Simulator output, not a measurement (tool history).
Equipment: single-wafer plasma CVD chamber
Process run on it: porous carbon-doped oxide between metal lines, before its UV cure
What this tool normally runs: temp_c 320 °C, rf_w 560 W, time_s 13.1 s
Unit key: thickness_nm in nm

run    hour  temp_c  rf_w  time_s  read-back reference wafer on the same gauge, thickness_nm  thickness_nm
  1     0.0     320   560    13.1                                                     69.234        66.952
  2    52.6     320   560    13.1                                                     69.407        67.877
  3    78.5     320   640    13.1                                                     69.263        73.750
  4   149.6     320   640    13.1                                                     69.386        73.359
  5   180.6     320   640    13.1                                                     69.293        73.926
  6   214.7     320   560    13.1                                                     69.416        68.076
  7   281.6     324   560    13.1                                                     69.317        65.658
  8   312.8     320   560    15.1                                                     69.364        77.918
  9   356.4     320   560    15.1                                                     69.360        77.457
 10   384.4     320   560    13.1                                                     69.342        67.311
 11   454.6     320   560    13.1                                                     69.225        68.176
 12   499.1     320   560    13.1                                                     69.350        68.087
 13   530.2     331   560    14.6                                                     69.303        71.702
 14   587.6     307   610    15.0                                                     69.330        86.812
      604.5  -- thermocouple changed; heater temperature recalibrated
 15   647.2     334   670    14.6                                                     69.302        78.365
 16   682.9     316   560    15.6                                                     69.351        80.880
      762.1  -- showerhead replaced
 17   805.7     320   495    15.0                                                     69.145        72.080
 18   865.9     324   655    13.9                                                     69.287        77.537
      893.2  -- RF generator calibrated
 19   920.2     320   560    13.1                                                     69.305        67.417
 20   991.1     331   480    11.1                                                     69.198        49.639
 21  1052.8     320   560    13.1                                                     69.328        67.627
 22  1104.1     315   655    14.9                                                     69.455        86.269
 23  1165.9     314   640    13.9                                                     69.230        79.783
     1184.2  -- gauge calibrated
 24  1190.2     314   530    15.2                                                     69.404        77.080
 25  1224.9     320   455    13.1                                                     69.331        59.518
 26  1253.8     320   560    13.1                                                     69.437        68.261
 27  1322.9     314   560    13.1                                                     69.284        69.689
 28  1388.3     305   560    14.2                                                     69.228        78.882

Run 29 comes next. What will it give?
 29  1414.5     334   530    12.3                                                          ?             ?

{"run 29": {"read-back reference wafer on the same gauge, thickness_nm": 69.239, "thickness_nm": 57.816}}
Take away the tool's hidden state, keep the run-to-run variation as it was, and the same run would have given thickness_nm 57.816 nm.
